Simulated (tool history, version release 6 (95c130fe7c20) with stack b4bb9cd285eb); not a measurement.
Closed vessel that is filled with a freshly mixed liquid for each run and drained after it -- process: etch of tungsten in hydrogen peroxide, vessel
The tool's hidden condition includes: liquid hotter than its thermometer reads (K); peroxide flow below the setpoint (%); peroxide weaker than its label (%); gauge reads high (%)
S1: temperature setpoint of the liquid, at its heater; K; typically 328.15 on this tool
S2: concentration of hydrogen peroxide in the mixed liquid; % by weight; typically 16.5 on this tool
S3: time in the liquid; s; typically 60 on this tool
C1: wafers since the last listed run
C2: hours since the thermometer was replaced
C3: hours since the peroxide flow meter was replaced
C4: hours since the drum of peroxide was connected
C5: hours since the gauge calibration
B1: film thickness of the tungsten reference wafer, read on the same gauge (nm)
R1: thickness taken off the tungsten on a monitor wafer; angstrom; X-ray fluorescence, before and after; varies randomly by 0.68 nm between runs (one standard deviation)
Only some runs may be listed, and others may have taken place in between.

run	hour	S1	S2	S3	C1	C2	C3	C4	C5	B1	R1
1	0.0	328.15	16.5	60	0	986.8	604.4	537.6	129.5	40.00	976.9
2	10.0	328.15	16.5	60	1046	996.8	614.4	547.6	139.5	40.03	974.1
3	18.4	328.15	16.5	60	879	1005.2	622.8	556.0	147.9	39.97	981.3
4	30.5	328.15	16.5	60	1266	1017.3	634.9	568.1	160.0	39.99	983.8
5	38.0	328.15	16.5	60	784	1024.8	642.4	575.6	167.5	39.97	983.8
6	52.6	328.15	16.5	75	1527	1039.4	657.0	590.2	182.1	40.06	1220.5
7	67.1	328.15	16.5	75	1517	1053.9	671.5	604.7	196.6	40.03	1219.6
8	104.7	328.15	16.5	35	3934	1091.5	709.1	642.3	234.2	40.00	579.9
9	120.8	328.15	16.5	35	1684	1107.6	725.2	658.4	250.3	40.02	587.1
10	129.7	328.15	16.5	85	931	1116.5	734.1	667.3	259.2	40.02	1396.0
11	142.8	328.15	16.5	85	1370	1129.6	747.2	680.4	272.3	39.97	1400.4
12	153.3	328.15	16.5	85	1098	1140.1	757.7	690.9	282.8	40.05	1401.6
# hour 157.7: thermometer replaced
13	165.5	330.65	16.5	60	1172	7.8	769.9	703.1	295.0	39.98	982.1
14	173.2	328.15	16.5	60	805	15.5	777.6	710.8	302.7	39.98	860.7
15	224.0	328.15	16.5	60	5316	66.3	828.4	761.6	353.5	40.00	859.5
16	230.7	328.15	16.5	85	701	73.0	835.1	768.3	360.2	39.98	1200.5
# hour 236.2: gauge calibrated
17	242.5	324.15	18.5	45	1234	84.8	846.9	780.1	6.3	39.96	542.8
18	257.7	328.15	14.0	60	1590	100.0	862.1	795.3	21.5	40.03	792.1
19	271.9	318.15	20.0	30	1486	114.2	876.3	809.5	35.7	40.00	260.6
# hour 276.5: peroxide flow meter replaced
20	282.9	319.15	16.5	30	1046	125.2	6.4	820.5	46.7	40.01	253.0
# hour 288.7: new drum of peroxide connected
21	292.2	328.15	16.5	60	868	134.5	15.7	3.5	56.0	40.00	861.7
22	303.4	328.15	16.5	60	1172	145.7	26.9	14.7	67.2	39.97	865.1

Expected results for the next run?
23	317.8	328.15	19.5	75	1506	160.1	41.3	29.1	81.6	?	?

For run 23 the tool returned B1 40.01, R1 1195.6 angstrom.
Minus the tool's unlogged condition, the same run would have read R1 1158.6 angstrom.
